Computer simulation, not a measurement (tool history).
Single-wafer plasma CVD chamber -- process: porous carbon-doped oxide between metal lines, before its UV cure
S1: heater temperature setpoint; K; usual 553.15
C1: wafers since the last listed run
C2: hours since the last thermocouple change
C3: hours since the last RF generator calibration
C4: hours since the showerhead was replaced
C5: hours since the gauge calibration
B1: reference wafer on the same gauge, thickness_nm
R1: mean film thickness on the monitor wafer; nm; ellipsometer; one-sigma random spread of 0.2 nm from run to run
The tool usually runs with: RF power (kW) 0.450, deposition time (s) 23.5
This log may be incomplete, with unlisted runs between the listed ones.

run 1 hour=0.0 | S1=553.15 RF_power_(kW)=0.450 deposition_time_(s)=23.5 | C1=0 C2=2011.1 C3=1670.8 C4=3820.2 C5=99.3 | B1=125.059 | R1=122.997
run 2 hour=17.4 | S1=553.15 RF_power_(kW)=0.450 deposition_time_(s)=23.5 | C1=695 C2=2028.5 C3=1688.2 C4=3837.6 C5=116.7 | B1=124.991 | R1=122.648
run 3 hour=28.3 | S1=553.15 RF_power_(kW)=0.450 deposition_time_(s)=23.5 | C1=435 C2=2039.4 C3=1699.1 C4=3848.5 C5=127.6 | B1=125.013 | R1=122.651
run 4 hour=40.1 | S1=553.15 RF_power_(kW)=0.520 deposition_time_(s)=23.5 | C1=471 C2=2051.2 C3=1710.9 C4=3860.3 C5=139.4 | B1=125.008 | R1=131.816
run 5 hour=57.6 | S1=553.15 RF_power_(kW)=0.520 deposition_time_(s)=23.5 | C1=699 C2=2068.7 C3=1728.4 C4=3877.8 C5=156.9 | B1=125.018 | R1=131.645
run 6 hour=70.0 | S1=553.15 RF_power_(kW)=0.520 deposition_time_(s)=23.5 | C1=495 C2=2081.1 C3=1740.8 C4=3890.2 C5=169.3 | B1=125.010 | R1=131.566
run 7 hour=80.0 | S1=553.15 RF_power_(kW)=0.450 deposition_time_(s)=23.5 | C1=399 C2=2091.1 C3=1750.8 C4=3900.2 C5=179.3 | B1=124.975 | R1=122.098
run 8 hour=97.6 | S1=553.15 RF_power_(kW)=0.450 deposition_time_(s)=23.5 | C1=703 C2=2108.7 C3=1768.4 C4=3917.8 C5=196.9 | B1=125.015 | R1=122.234
-- hour=107.8 RF generator calibrated
-- hour=116.5 showerhead replaced
run 9 hour=117.0 | S1=553.15 RF_power_(kW)=0.450 deposition_time_(s)=23.5 | C1=135 C2=2128.1 C3=9.2 C4=0.5 C5=216.3 | B1=124.991 | R1=126.854
run 10 hour=127.3 | S1=553.15 RF_power_(kW)=0.450 deposition_time_(s)=23.5 | C1=411 C2=2138.4 C3=19.5 C4=10.8 C5=226.6 | B1=125.013 | R1=126.897
run 11 hour=141.7 | S1=553.15 RF_power_(kW)=0.450 deposition_time_(s)=23.5 | C1=575 C2=2152.8 C3=33.9 C4=25.2 C5=241.0 | B1=124.982 | R1=126.869
run 12 hour=158.1 | S1=553.15 RF_power_(kW)=0.380 deposition_time_(s)=27.4 | C1=655 C2=2169.2 C3=50.3 C4=41.6 C5=257.4 | B1=125.014 | R1=135.458
-- hour=165.4 gauge calibrated
run 13 hour=172.6 | S1=553.15 RF_power_(kW)=0.450 deposition_time_(s)=23.5 | C1=579 C2=2183.7 C3=64.8 C4=56.1 C5=7.2 | B1=125.021 | R1=126.347
-- hour=184.3 thermocouple changed; heater temperature recalibrated
run 14 hour=184.8 | S1=553.15 RF_power_(kW)=0.520 deposition_time_(s)=21.3 | C1=167 C2=0.5 C3=77.0 C4=68.3 C5=19.4 | B1=124.967 | R1=128.548
run 15 hour=194.5 | S1=545.15 RF_power_(kW)=0.370 deposition_time_(s)=23.5 | C1=387 C2=10.2 C3=86.7 C4=78.0 C5=29.1 | B1=125.014 | R1=127.421
run 16 hour=211.8 | S1=560.15 RF_power_(kW)=0.450 deposition_time_(s)=23.5 | C1=691 C2=27.5 C3=104.0 C4=95.3 C5=46.4 | B1=125.028 | R1=125.505
run 17 hour=223.0 | S1=553.15 RF_power_(kW)=0.450 deposition_time_(s)=23.5 | C1=447 C2=38.7 C3=115.2 C4=106.5 C5=57.6 | B1=125.045 | R1=132.252
run 18 hour=230.8 | S1=567.15 RF_power_(kW)=0.365 deposition_time_(s)=25.5 | C1=311 C2=46.5 C3=123.0 C4=114.3 C5=65.4 | B1=124.959 | R1=117.076
run 19 hour=238.5 | S1=539.15 RF_power_(kW)=0.405 deposition_time_(s)=21.9 | C1=307 C2=54.2 C3=130.7 C4=122.0 C5=73.1 | B1=125.005 | R1=129.822
run 20 hour=246.3 | S1=553.15 RF_power_(kW)=0.400 deposition_time_(s)=20.8 | C1=311 C2=62.0 C3=138.5 C4=129.8 C5=80.9 | B1=125.009 | R1=110.395
run 21 hour=255.8 | S1=566.15 RF_power_(kW)=0.415 deposition_time_(s)=22.1 | C1=379 C2=71.5 C3=148.0 C4=139.3 C5=90.4 | B1=125.029 | R1=108.811
run 22 hour=264.8 | S1=553.15 RF_power_(kW)=0.450 deposition_time_(s)=23.5 | C1=359 C2=80.5 C3=157.0 C4=148.3 C5=99.4 | B1=125.001 | R1=131.927

4 options for the next run, each taken on its own from the tool as it stands now. Forecast them:
run A hour=265.2 | S1=553.15 RF_power_(kW)=0.450 deposition_time_(s)=23.5 | C1=15 C2=80.9 C3=157.4 C4=148.7 C5=99.8 | B1=? | R1=?
run B hour=265.2 | S1=553.15 RF_power_(kW)=0.380 deposition_time_(s)=23.5 | C1=15 C2=80.9 C3=157.4 C4=148.7 C5=99.8 | B1=? | R1=?
run C hour=265.2 | S1=541.15 RF_power_(kW)=0.360 deposition_time_(s)=23.5 | C1=15 C2=80.9 C3=157.4 C4=148.7 C5=99.8 | B1=? | R1=?
run D hour=265.2 | S1=540.15 RF_power_(kW)=0.410 deposition_time_(s)=23.5 | C1=15 C2=80.9 C3=157.4 C4=148.7 C5=99.8 | B1=? | R1=?

run=A B1=125.014 R1=131.654
run=B B1=125.014 R1=121.145
run=C B1=125.014 R1=129.109
run=D B1=125.014 R1=138.456
With no hidden state in the tool, these same runs would have given:
run=A R1=133.491
run=B R1=122.835
run=C R1=130.944
run=D R1=140.426

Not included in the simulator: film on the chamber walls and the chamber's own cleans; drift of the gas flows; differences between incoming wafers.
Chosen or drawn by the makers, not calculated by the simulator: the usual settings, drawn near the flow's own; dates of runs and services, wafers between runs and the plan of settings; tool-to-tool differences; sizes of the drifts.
